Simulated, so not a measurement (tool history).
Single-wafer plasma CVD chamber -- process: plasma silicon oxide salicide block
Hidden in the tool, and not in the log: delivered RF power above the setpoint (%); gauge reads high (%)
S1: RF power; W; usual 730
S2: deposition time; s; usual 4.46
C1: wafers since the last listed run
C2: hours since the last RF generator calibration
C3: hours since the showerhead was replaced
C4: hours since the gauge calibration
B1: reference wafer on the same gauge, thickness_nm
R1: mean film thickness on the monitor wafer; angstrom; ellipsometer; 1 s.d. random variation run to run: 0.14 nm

run 1 hour=0.0 | S1=730 S2=4.46 | C1=0 C2=1868.0 C3=5527.0 C4=770.4 | B1=40.382 | R1=460.47
run 2 hour=24.1 | S1=730 S2=4.46 | C1=1162 C2=1892.1 C3=5551.1 C4=794.5 | B1=40.405 | R1=461.68
run 3 hour=58.2 | S1=730 S2=4.46 | C1=1644 C2=1926.2 C3=5585.2 C4=828.6 | B1=40.393 | R1=460.31
run 4 hour=78.5 | S1=730 S2=4.46 | C1=978 C2=1946.5 C3=5605.5 C4=848.9 | B1=40.427 | R1=457.81
run 5 hour=96.3 | S1=730 S2=4.46 | C1=858 C2=1964.3 C3=5623.3 C4=866.7 | B1=40.420 | R1=460.30
run 6 hour=168.9 | S1=730 S2=4.46 | C1=3500 C2=2036.9 C3=5695.9 C4=939.3 | B1=40.389 | R1=456.38
run 7 hour=188.5 | S1=730 S2=4.46 | C1=945 C2=2056.5 C3=5715.5 C4=958.9 | B1=40.377 | R1=461.76
run 8 hour=200.8 | S1=730 S2=4.46 | C1=593 C2=2068.8 C3=5727.8 C4=971.2 | B1=40.422 | R1=459.82
run 9 hour=217.3 | S1=730 S2=4.46 | C1=795 C2=2085.3 C3=5744.3 C4=987.7 | B1=40.395 | R1=458.94
run 10 hour=232.9 | S1=730 S2=4.46 | C1=752 C2=2100.9 C3=5759.9 C4=1003.3 | B1=40.429 | R1=459.41
run 11 hour=246.3 | S1=730 S2=4.46 | C1=646 C2=2114.3 C3=5773.3 C4=1016.7 | B1=40.379 | R1=459.43
run 12 hour=281.2 | S1=730 S2=4.46 | C1=1682 C2=2149.2 C3=5808.2 C4=1051.6 | B1=40.400 | R1=458.85
run 13 hour=303.2 | S1=730 S2=3.92 | C1=1060 C2=2171.2 C3=5830.2 C4=1073.6 | B1=40.400 | R1=402.15
run 14 hour=332.0 | S1=820 S2=3.99 | C1=1388 C2=2200.0 C3=5859.0 C4=1102.4 | B1=40.398 | R1=424.72
run 15 hour=350.9 | S1=820 S2=3.99 | C1=911 C2=2218.9 C3=5877.9 C4=1121.3 | B1=40.405 | R1=426.55
run 16 hour=382.5 | S1=820 S2=3.99 | C1=1523 C2=2250.5 C3=5909.5 C4=1152.9 | B1=40.422 | R1=425.88
run 17 hour=400.5 | S1=730 S2=4.46 | C1=868 C2=2268.5 C3=5927.5 C4=1170.9 | B1=40.400 | R1=457.85
run 18 hour=425.8 | S1=730 S2=4.46 | C1=1220 C2=2293.8 C3=5952.8 C4=1196.2 | B1=40.382 | R1=459.26
-- hour=440.4 RF generator calibrated
run 19 hour=452.5 | S1=730 S2=4.46 | C1=901 C2=12.1 C3=5979.5 C4=1222.9 | B1=40.399 | R1=471.74
run 20 hour=466.8 | S1=730 S2=4.46 | C1=689 C2=26.4 C3=5993.8 C4=1237.2 | B1=40.385 | R1=470.93
run 21 hour=498.3 | S1=730 S2=4.46 | C1=1519 C2=57.9 C3=6025.3 C4=1268.7 | B1=40.414 | R1=472.53
run 22 hour=512.9 | S1=730 S2=4.46 | C1=704 C2=72.5 C3=6039.9 C4=1283.3 | B1=40.379 | R1=469.87
run 23 hour=531.6 | S1=800 S2=4.23 | C1=901 C2=91.2 C3=6058.6 C4=1302.0 | B1=40.435 | R1=461.10
-- hour=550.8 gauge calibrated
run 24 hour=554.0 | S1=840 S2=4.46 | C1=1080 C2=113.6 C3=6081.0 C4=3.2 | B1=40.415 | R1=492.94
run 25 hour=566.5 | S1=600 S2=5.10 | C1=602 C2=126.1 C3=6093.5 C4=15.7 | B1=40.372 | R1=503.78
run 26 hour=581.1 | S1=730 S2=4.46 | C1=704 C2=140.7 C3=6108.1 C4=30.3 | B1=40.394 | R1=469.88
run 27 hour=615.3 | S1=730 S2=4.46 | C1=1649 C2=174.9 C3=6142.3 C4=64.5 | B1=40.394 | R1=470.03
run 28 hour=639.9 | S1=650 S2=4.46 | C1=1186 C2=199.5 C3=6166.9 C4=89.1 | B1=40.390 | R1=454.41
run 29 hour=658.2 | S1=610 S2=3.60 | C1=882 C2=217.8 C3=6185.2 C4=107.4 | B1=40.419 | R1=357.09
run 30 hour=673.8 | S1=730 S2=4.46 | C1=752 C2=233.4 C3=6200.8 C4=123.0 | B1=40.387 | R1=471.88
-- hour=684.1 showerhead replaced
run 31 hour=704.5 | S1=815 S2=3.93 | C1=1094 C2=264.1 C3=20.4 C4=153.7 | B1=40.407 | R1=428.40
run 32 hour=739.0 | S1=630 S2=3.60 | C1=1663 C2=298.6 C3=54.9 C4=188.2 | B1=40.409 | R1=360.39
run 33 hour=771.2 | S1=730 S2=4.46 | C1=1552 C2=330.8 C3=87.1 C4=220.4 | B1=40.417 | R1=466.63
run 34 hour=796.4 | S1=775 S2=3.87 | C1=1215 C2=356.0 C3=112.3 C4=245.6 | B1=40.409 | R1=418.24
run 35 hour=838.5 | S1=825 S2=4.79 | C1=2030 C2=398.1 C3=154.4 C4=287.7 | B1=40.399 | R1=524.72
run 36 hour=869.7 | S1=790 S2=3.57 | C1=1504 C2=429.3 C3=185.6 C4=318.9 | B1=40.416 | R1=385.02
run 37 hour=897.8 | S1=730 S2=4.46 | C1=1355 C2=457.4 C3=213.7 C4=347.0 | B1=40.399 | R1=470.27
run 38 hour=923.8 | S1=630 S2=4.82 | C1=1253 C2=483.4 C3=239.7 C4=373.0 | B1=40.400 | R1=480.00
run 39 hour=938.1 | S1=730 S2=4.46 | C1=689 C2=497.7 C3=254.0 C4=387.3 | B1=40.405 | R1=469.30
run 40 hour=950.7 | S1=730 S2=4.46 | C1=607 C2=510.3 C3=266.6 C4=399.9 | B1=40.415 | R1=466.39
run 41 hour=984.1 | S1=730 S2=4.46 | C1=1610 C2=543.7 C3=300.0 C4=433.3 | B1=40.403 | R1=468.98
run 42 hour=1014.3 | S1=730 S2=4.46 | C1=1456 C2=573.9 C3=330.2 C4=463.5 | B1=40.377 | R1=469.79
run 43 hour=1034.7 | S1=835 S2=5.21 | C1=983 C2=594.3 C3=350.6 C4=483.9 | B1=40.375 | R1=569.36
run 44 hour=1060.1 | S1=810 S2=4.46 | C1=1224 C2=619.7 C3=376.0 C4=509.3 | B1=40.417 | R1=484.01
run 45 hour=1079.9 | S1=675 S2=5.30 | C1=954 C2=639.5 C3=395.8 C4=529.1 | B1=40.390 | R1=540.77

What would each run have given without the hidden state, its run-to-run variation left as it was?
run=1 R1=472.82
run=2 R1=474.22
run=3 R1=473.03
run=4 R1=470.59
run=5 R1=473.27
run=6 R1=469.72
run=7 R1=475.38
run=8 R1=473.46
run=9 R1=472.66
run=10 R1=473.26
run=11 R1=473.37
run=12 R1=473.00
run=13 R1=414.68
run=14 R1=438.13
run=15 R1=440.14
run=16 R1=439.64
run=17 R1=472.76
run=18 R1=474.38
run=19 R1=473.34
run=20 R1=472.62
run=21 R1=474.41
run=22 R1=471.82
run=23 R1=463.13
run=24 R1=495.25
run=25 R1=506.23
run=26 R1=472.25
run=27 R1=472.61
run=28 R1=457.05
run=29 R1=359.25
run=30 R1=474.83
run=31 R1=431.25
run=32 R1=362.95
run=33 R1=470.14
run=34 R1=421.52
run=35 R1=529.13
run=36 R1=388.41
run=37 R1=474.59
run=38 R1=484.57
run=39 R1=473.86
run=40 R1=471.00
run=41 R1=473.82
run=42 R1=474.83
run=43 R1=575.62
run=44 R1=489.49
run=45 R1=547.04
